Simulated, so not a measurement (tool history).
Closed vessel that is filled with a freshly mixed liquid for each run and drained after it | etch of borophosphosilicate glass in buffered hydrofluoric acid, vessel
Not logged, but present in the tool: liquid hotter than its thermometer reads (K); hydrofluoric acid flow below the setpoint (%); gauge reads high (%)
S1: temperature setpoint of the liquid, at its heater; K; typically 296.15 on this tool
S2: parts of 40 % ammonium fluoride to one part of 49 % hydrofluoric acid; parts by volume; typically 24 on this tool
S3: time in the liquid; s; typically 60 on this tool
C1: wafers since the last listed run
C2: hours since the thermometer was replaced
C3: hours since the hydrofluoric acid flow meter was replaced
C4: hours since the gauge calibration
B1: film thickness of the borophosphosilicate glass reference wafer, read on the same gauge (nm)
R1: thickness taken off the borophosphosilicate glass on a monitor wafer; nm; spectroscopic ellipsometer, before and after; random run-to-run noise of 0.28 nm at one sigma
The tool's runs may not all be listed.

run	hour	S1	S2	S3	C1	C2	C3	C4	B1	R1
1	0	300.15	19.5	60	0	56	679.3	12.7	129.97	84.23
2	44.3	296.15	24	60	2770	100.3	723.6	57	130.01	58.32
3	91	296.15	24	60	2920	147	770.3	103.7	130.04	58.93
4	147.9	296.15	24	60	3558	203.9	827.2	160.6	129.98	58.54
5	191.7	296.15	24	70	2739	247.7	871	204.4	129.99	68.27
6	230	296.15	24	60	2395	286	909.3	242.7	129.97	58.3
7	282.5	296.15	24	60	3283	338.5	961.8	295.2	130.04	58.21
8	336.6	296.15	24	60	3383	392.6	1015.9	349.3	129.99	58.68
9	371.9	296.15	30	60	2207	427.9	1051.2	384.6	129.98	49.61
10	443.7	296.15	30	60	4490	499.7	1123	456.4	130	49.6
# hour 476.4: thermometer replaced
11	481.4	296.15	24	60	2295	5	1160.7	494.1	129.97	57.92
12	536.3	292.65	24	60	3433	59.9	1215.6	549	129.97	47.97
13	594.2	297.65	24	40	3621	117.8	1273.5	606.9	130.01	42.02
# hour 605.5: gauge calibrated
14	628.1	297.65	24	40	2120	151.7	1307.4	22.6	129.99	42.1
15	662.3	296.15	24	60	2138	185.9	1341.6	56.8	129.95	58.52
16	708.8	296.15	24	60	2908	232.4	1388.1	103.3	130	57.44
17	769.8	296.15	24	60	3814	293.4	1449.1	164.3	130.02	57.59
# hour 811.2: hydrofluoric acid flow meter replaced
18	833.6	296.15	21	45	3927	357.2	22.4	228.1	129.99	48.74
19	894.1	300.65	27.5	30	3783	417.7	82.9	288.6	129.99	34.84

Expected results for the next run?
20	941.6	299.65	24	35	2970	465.2	130.4	336.1	?	?

Logged for run 20: B1 130, R1 42.35 nm.
Had the tool carried no hidden state, the very same run would have given R1 42.52 nm.

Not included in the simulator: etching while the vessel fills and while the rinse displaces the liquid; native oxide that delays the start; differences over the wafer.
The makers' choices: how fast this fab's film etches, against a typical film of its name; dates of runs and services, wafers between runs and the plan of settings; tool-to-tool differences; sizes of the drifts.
